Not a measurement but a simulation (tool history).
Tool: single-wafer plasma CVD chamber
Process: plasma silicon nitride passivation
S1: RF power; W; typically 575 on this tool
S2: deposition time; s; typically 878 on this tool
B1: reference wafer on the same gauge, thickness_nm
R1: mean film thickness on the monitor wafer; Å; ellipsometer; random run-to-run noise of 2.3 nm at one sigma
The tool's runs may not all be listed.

{"run": 1, "hour": 0.0, "S1": 575, "S2": 878, "B1": 1249.612, "R1": 14746.28}
{"run": 2, "hour": 14.1, "S1": 575, "S2": 878, "B1": 1250.547, "R1": 14746.88}
{"run": 3, "hour": 27.4, "S1": 575, "S2": 878, "B1": 1249.903, "R1": 14780.69}
{"run": 4, "hour": 37.0, "S1": 575, "S2": 878, "B1": 1249.883, "R1": 14756.73}
{"run": 5, "hour": 50.7, "S1": 575, "S2": 878, "B1": 1250.114, "R1": 14733.18}
{"run": 6, "hour": 64.5, "S1": 575, "S2": 878, "B1": 1249.402, "R1": 14752.03}
{"run": 7, "hour": 75.2, "S1": 575, "S2": 878, "B1": 1250.238, "R1": 14758.35}
{"run": 8, "hour": 84.9, "S1": 575, "S2": 878, "B1": 1250.711, "R1": 14723.61}
{"run": 9, "hour": 96.1, "S1": 550, "S2": 878, "B1": 1249.901, "R1": 14424.79}
{"run": 10, "hour": 103.2, "S1": 550, "S2": 878, "B1": 1249.965, "R1": 14417.04}
{"run": 11, "hour": 117.7, "S1": 550, "S2": 878, "B1": 1250.162, "R1": 14417.85}
{"run": 12, "hour": 130.5, "S1": 575, "S2": 878, "B1": 1250.213, "R1": 14672.35}
{"run": 13, "hour": 138.5, "S1": 575, "S2": 878, "B1": 1249.83, "R1": 14716.15}
{"run": 14, "hour": 146.1, "S1": 575, "S2": 878, "B1": 1250.591, "R1": 14677.08}
{"run": 15, "hour": 161.0, "S1": 575, "S2": 878, "B1": 1249.933, "R1": 14694.34}
{"run": 16, "hour": 176.2, "S1": 505, "S2": 951, "B1": 1250.128, "R1": 15030.94}
{"hour": 192.2, "done": "RF generator calibrated"}
{"run": 17, "hour": 192.7, "S1": 505, "S2": 951, "B1": 1249.805, "R1": 15508.94}
{"run": 18, "hour": 198.5, "S1": 575, "S2": 878, "B1": 1249.521, "R1": 15165.4}
{"hour": 201.9, "done": "gauge calibrated"}
{"run": 19, "hour": 205.2, "S1": 575, "S2": 878, "B1": 1250.308, "R1": 15158.66}
{"run": 20, "hour": 213.5, "S1": 635, "S2": 763, "B1": 1250.267, "R1": 13731.12}
{"run": 21, "hour": 226.6, "S1": 660, "S2": 961, "B1": 1250.116, "R1": 17510.89}
{"run": 22, "hour": 262.1, "S1": 530, "S2": 938, "B1": 1249.915, "R1": 15634.35}
{"run": 23, "hour": 271.0, "S1": 575, "S2": 759, "B1": 1250.151, "R1": 13086.84}
{"run": 24, "hour": 286.0, "S1": 575, "S2": 1021, "B1": 1250.199, "R1": 17652.1}
{"run": 25, "hour": 302.6, "S1": 535, "S2": 725, "B1": 1250.177, "R1": 12158.77}
{"run": 26, "hour": 319.3, "S1": 575, "S2": 878, "B1": 1249.95, "R1": 15156.2}
{"run": 27, "hour": 333.3, "S1": 575, "S2": 878, "B1": 1250.4, "R1": 15197.48}
{"run": 28, "hour": 346.3, "S1": 575, "S2": 878, "B1": 1249.642, "R1": 15146.55}
{"run": 29, "hour": 352.8, "S1": 625, "S2": 927, "B1": 1249.783, "R1": 16569.17}
{"run": 30, "hour": 368.4, "S1": 640, "S2": 742, "B1": 1250.432, "R1": 13353.52}
{"run": 31, "hour": 379.0, "S1": 640, "S2": 929, "B1": 1250.008, "R1": 16751.33}
{"run": 32, "hour": 386.4, "S1": 575, "S2": 959, "B1": 1249.548, "R1": 16558.56}
{"run": 33, "hour": 394.7, "S1": 485, "S2": 728, "B1": 1249.906, "R1": 11687.82}
{"hour": 407.0, "done": "showerhead replaced"}
{"run": 34, "hour": 410.6, "S1": 575, "S2": 1040, "B1": 1250.077, "R1": 17928.45}
{"run": 35, "hour": 425.6, "S1": 500, "S2": 957, "B1": 1249.974, "R1": 15586.85}
{"run": 36, "hour": 436.9, "S1": 510, "S2": 878, "B1": 1249.916, "R1": 14418.53}
{"run": 37, "hour": 448.4, "S1": 620, "S2": 948, "B1": 1250.206, "R1": 16897.58}
{"run": 38, "hour": 457.6, "S1": 605, "S2": 986, "B1": 1249.867, "R1": 17344.04}
{"run": 39, "hour": 494.7, "S1": 575, "S2": 878, "B1": 1250.301, "R1": 15154.95}
{"run": 40, "hour": 505.1, "S1": 575, "S2": 878, "B1": 1249.669, "R1": 15162.61}
{"run": 41, "hour": 518.2, "S1": 605, "S2": 818, "B1": 1249.904, "R1": 14413.17}

Pick out some run-to-run changes in R1. Of each, how much would a tool without hidden state show as well, from the settings, what came in and chance, and how much is left for the hidden state and any gauge scatter not in both results compared?
What the log doesn't record here: delivered RF power above the setpoint (%); gauge reads high (%).
Run 11 -> 12: S1 550 -> 575. R1 +254.50 Å: hidden state -13.54, all else +268.04.
Run 15 -> 16: S1 575 -> 505, S2 878 -> 951. R1 +336.60 Å: hidden state -17.91, all else +354.51.
Run 16 -> 17: RF generator calibrated. R1 +478.00 Å: hidden state +489.55, all else -11.55.
Run 24 -> 25: S1 575 -> 535, S2 1021 -> 725. R1 -5493.33 Å: hidden state +8.09, all else -5501.42.
Run 32 -> 33: S1 575 -> 485, S2 959 -> 728. R1 -4870.74 Å: hidden state +7.88, all else -4878.62.
Run 33 -> 34: S1 485 -> 575, S2 728 -> 1040, showerhead replaced. R1 +6240.63 Å: hidden state -11.03, all else +6251.66.
